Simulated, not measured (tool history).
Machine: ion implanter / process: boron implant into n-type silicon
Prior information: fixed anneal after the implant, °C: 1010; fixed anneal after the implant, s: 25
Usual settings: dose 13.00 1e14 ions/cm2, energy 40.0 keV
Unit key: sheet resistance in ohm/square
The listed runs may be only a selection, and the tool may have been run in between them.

run,hour,dose,energy,"read-back reference wafer on the same gauge, sheet resistance",sheet resistance
1,0.0,13.00,34.5,82.88,85.24
2,49.2,13.00,34.5,82.75,85.27
3,119.4,13.00,40.0,82.80,84.45
4,150.4,13.00,40.0,82.82,84.34
5,196.1,13.00,40.0,82.84,84.78
6,229.1,13.00,48.5,82.82,83.81
7,295.0,13.00,40.0,82.78,84.78
# hour 308.2: Faraday cup replaced and dose calibrated
8,321.3,13.00,40.0,82.75,86.39
9,365.7,11.92,33.0,82.82,93.95
# hour 390.7: gauge calibrated
# hour 407.7: Faraday cup replaced and dose calibrated, repeated, since the last time left the tool worse
10,408.2,11.02,35.5,82.84,93.78
11,450.4,11.53,32.0,82.80,91.78
# hour 470.3: extraction supply calibrated
12,494.9,13.00,40.0,82.83,81.86
13,535.6,9.40,43.5,82.79,106.20
14,589.6,14.99,40.0,82.78,72.86
15,652.6,14.68,46.5,82.83,73.45

Run 16 comes next. What will it give?
16,680.7,13.00,40.0,?,?

{"run 16": {"read-back reference wafer on the same gauge, sheet resistance": 82.91, "sheet resistance": 82.87}}
The same run, on a tool lacking any hidden state, would have yielded sheet resistance 82.39 ohm/square.
